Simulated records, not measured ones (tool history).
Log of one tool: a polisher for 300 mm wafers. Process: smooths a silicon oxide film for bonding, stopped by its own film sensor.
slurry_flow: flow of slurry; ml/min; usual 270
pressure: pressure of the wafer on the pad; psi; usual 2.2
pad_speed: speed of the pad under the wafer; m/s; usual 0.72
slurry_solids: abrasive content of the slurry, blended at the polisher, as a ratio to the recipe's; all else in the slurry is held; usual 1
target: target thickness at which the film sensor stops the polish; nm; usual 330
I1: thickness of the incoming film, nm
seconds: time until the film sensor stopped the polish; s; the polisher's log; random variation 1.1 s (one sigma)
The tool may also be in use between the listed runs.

{"run": 1, "hour": 0.0, "slurry_flow": 270, "pressure": 2.2, "pad_speed": 0.72, "slurry_solids": 1, "target": 330, "I1": 378.2, "seconds": 107.8}
{"run": 2, "hour": 16.8, "slurry_flow": 270, "pressure": 2.2, "pad_speed": 0.72, "slurry_solids": 1, "target": 330, "I1": 383.6, "seconds": 121.9}
{"hour": 20.3, "done": "slurry blender recalibrated"}
{"hour": 27.3, "done": "worn pad replaced by a new one"}
{"run": 3, "hour": 40.5, "slurry_flow": 270, "pressure": 2.2, "pad_speed": 0.72, "slurry_solids": 1, "target": 330, "I1": 378.7, "seconds": 108.1}
{"run": 4, "hour": 65.3, "slurry_flow": 335, "pressure": 2.2, "pad_speed": 0.64, "slurry_solids": 1, "target": 330, "I1": 380.3, "seconds": 121.7}
{"run": 5, "hour": 86.8, "slurry_flow": 335, "pressure": 2.2, "pad_speed": 0.64, "slurry_solids": 1, "target": 330, "I1": 387.2, "seconds": 139.4}
{"run": 6, "hour": 113.5, "slurry_flow": 335, "pressure": 2.2, "pad_speed": 0.64, "slurry_solids": 1, "target": 330, "I1": 382.4, "seconds": 129.3}
{"run": 7, "hour": 137.0, "slurry_flow": 270, "pressure": 2.2, "pad_speed": 0.72, "slurry_solids": 1, "target": 330, "I1": 380.4, "seconds": 117}
{"run": 8, "hour": 169.4, "slurry_flow": 270, "pressure": 2.2, "pad_speed": 0.72, "slurry_solids": 1, "target": 330, "I1": 383.6, "seconds": 123.9}
{"run": 9, "hour": 181.8, "slurry_flow": 270, "pressure": 2.2, "pad_speed": 0.72, "slurry_solids": 1, "target": 330, "I1": 376.4, "seconds": 107.5}
{"hour": 192.3, "done": "worn pad replaced by a new one"}
{"run": 10, "hour": 197.5, "slurry_flow": 270, "pressure": 2.2, "pad_speed": 0.72, "slurry_solids": 1, "target": 330, "I1": 378.7, "seconds": 112.7}
{"hour": 206.0, "done": "slurry nozzle cleaned"}
{"hour": 209.7, "done": "head pressure recalibrated"}
{"run": 11, "hour": 210.9, "slurry_flow": 270, "pressure": 2.2, "pad_speed": 0.72, "slurry_solids": 1, "target": 330, "I1": 376, "seconds": 90.3}
{"run": 12, "hour": 226.9, "slurry_flow": 270, "pressure": 2.2, "pad_speed": 0.72, "slurry_solids": 1, "target": 330, "I1": 380.4, "seconds": 98.7}
{"run": 13, "hour": 239.9, "slurry_flow": 270, "pressure": 1.5, "pad_speed": 0.72, "slurry_solids": 1, "target": 330, "I1": 381.7, "seconds": 152.1}
{"run": 14, "hour": 262.0, "slurry_flow": 270, "pressure": 2.2, "pad_speed": 0.72, "slurry_solids": 1, "target": 330, "I1": 377.3, "seconds": 96.3}

Forecast run 15:
{"hour": 340.2, "done": "worn pad replaced by a new one"}
{"run": 15, "hour": 340.5, "slurry_flow": 175, "pressure": 2.2, "pad_speed": 0.52, "slurry_solids": 1, "target": 330, "I1": 383.2, "seconds": "?"}

seconds: 148.7 s
Without the tool's hidden state the same run would have given seconds 140.8 s.
